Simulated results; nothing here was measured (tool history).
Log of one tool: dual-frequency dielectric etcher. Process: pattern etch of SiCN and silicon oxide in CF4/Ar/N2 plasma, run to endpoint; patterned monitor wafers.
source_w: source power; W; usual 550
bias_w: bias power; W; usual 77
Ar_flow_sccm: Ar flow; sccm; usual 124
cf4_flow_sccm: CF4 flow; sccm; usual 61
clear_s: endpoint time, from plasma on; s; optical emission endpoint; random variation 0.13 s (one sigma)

run   hour  source_w  bias_w  Ar_flow_sccm  cf4_flow_sccm  wafers since the last listed run  hours since the last wet clean  hours since the last source power generator calibration  hours since the last bias power generator calibration  hours since the last Ar flow controller change  hours since the last CF4 flow controller change  hours since the last upper electrode change  incoming incoming film thickness, nm  clear_s
  1    0.0       550      77           124             61                                 0                           137.5                                                   1220.6                                                 3035.6                                          3037.5                                           2515.5                                       4196.8                                 15.33     14.7
  2   24.1       550      77           124             61                               338                           161.6                                                   1244.7                                                 3059.7                                          3061.6                                           2539.6                                       4220.9                                 15.44     15.2
  3   37.6       550      77           124             61                               189                           175.1                                                   1258.2                                                 3073.2                                          3075.1                                           2553.1                                       4234.4                                 15.55     15.1
      92.4  -- bias power generator calibrated
  4  139.5       550      77           124             61                              1373                           277.0                                                   1360.1                                                   47.1                                          3177.0                                           2655.0                                       4336.3                                 15.43     15.1
  5  152.5       550      77           124             61                               182                           290.0                                                   1373.1                                                   60.1                                          3190.0                                           2668.0                                       4349.3                                 15.53     14.8
     185.3  -- upper electrode replaced
  6  185.8       550      77           124             61                               130                           323.3                                                   1406.4                                                   93.4                                          3223.3                                           2701.3                                          0.5                                 15.49     14.8
  7  203.7       550      77           124             54                               251                           341.2                                                   1424.3                                                  111.3                                          3241.2                                           2719.2                                         18.4                                 15.58     15.1
  8  233.4       550      77           124             61                               416                           370.9                                                   1454.0                                                  141.0                                          3270.9                                           2748.9                                         48.1                                 15.46     14.8
  9  257.3       550      82           133             56                               335                           394.8                                                   1477.9                                                  164.9                                          3294.8                                           2772.8                                         72.0                                 15.50     14.6
 10  278.6       500      77           102             52                               298                           416.1                                                   1499.2                                                  186.2                                          3316.1                                           2794.1                                         93.3                                 15.45     15.7
     320.3  -- wet clean of the chamber
 11  320.8       470      68           150             76                               255                             0.5                                                   1541.4                                                  228.4                                          3358.3                                           2836.3                                        135.5                                 15.55     19.0
 12  321.2       550      61           124             61                                 5                             0.9                                                   1541.8                                                  228.8                                          3358.7                                           2836.7                                        135.9                                 15.50     17.1
 13  344.3       550      85           110             55                               323                            24.0                                                   1564.9                                                  251.9                                          3381.8                                           2859.8                                        159.0                                 15.43     14.4
 14  374.1       550      77           124             61                               417                            53.8                                                   1594.7                                                  281.7                                          3411.6                                           2889.6                                        188.8                                 15.63     15.3
     440.4  -- Ar flow controller replaced
     450.0  -- CF4 flow controller replaced
     468.3  -- source power generator calibrated
 15  468.8       550      77           124             61                              1103                           148.5                                                      0.5                                                  376.4                                            28.4                                             18.8                                        283.5                                 15.69     15.1
 16  479.9       550      87           133             61                               155                           159.6                                                     11.6                                                  387.5                                            39.5                                             29.9                                        294.6                                 15.43     14.4
 17  500.8       550      83           153             50                               293                           180.5                                                     32.5                                                  408.4                                            60.4                                             50.8                                        315.5                                 15.34     15.2
 18  522.1       600      77           124             69                               298                           201.8                                                     53.8                                                  429.7                                            81.7                                             72.1                                        336.8                                 15.34     13.4
 19  554.4       620      60           106             49                               453                           234.1                                                     86.1                                                  462.0                                           114.0                                            104.4                                        369.1                                 15.62     15.3
 20  584.3       490      77           124             61                               419                           264.0                                                    116.0                                                  491.9                                           143.9                                            134.3                                        399.0                                 15.66     16.7
 21  615.3       590      77           124             61                               434                           295.0                                                    147.0                                                  522.9                                           174.9                                            165.3                                        430.0                                 15.47     13.8
 22  638.2       550      70           124             51                               321                           317.9                                                    169.9                                                  545.8                                           197.8                                            188.2                                        452.9                                 15.47     15.8
 23  651.7       420      77           124             65                               189                           331.4                                                    183.4                                                  559.3                                           211.3                                            201.7                                        466.4                                 15.58     18.9

The same runs without the tool's hidden state, with the same run-to-run variation:
The hidden state here: etch rate over this chamber's usual, %; source power that arrives over what is set, %; bias power that arrives over what is set, %; Ar flow that arrives over what is set, %; CF4 flow that arrives over what is set, %.
run  clear_s
  1     14.9
  2     15.4
  3     15.3
  4     15.5
  5     15.2
  6     15.3
  7     15.6
  8     15.3
  9     15.2
 10     16.4
 11     19.0
 12     17.1
 13     14.5
 14     15.4
 15     15.4
 16     14.7
 17     15.5
 18     13.7
 19     15.7
 20     17.2
 21     14.2
 22     16.3
 23     19.6
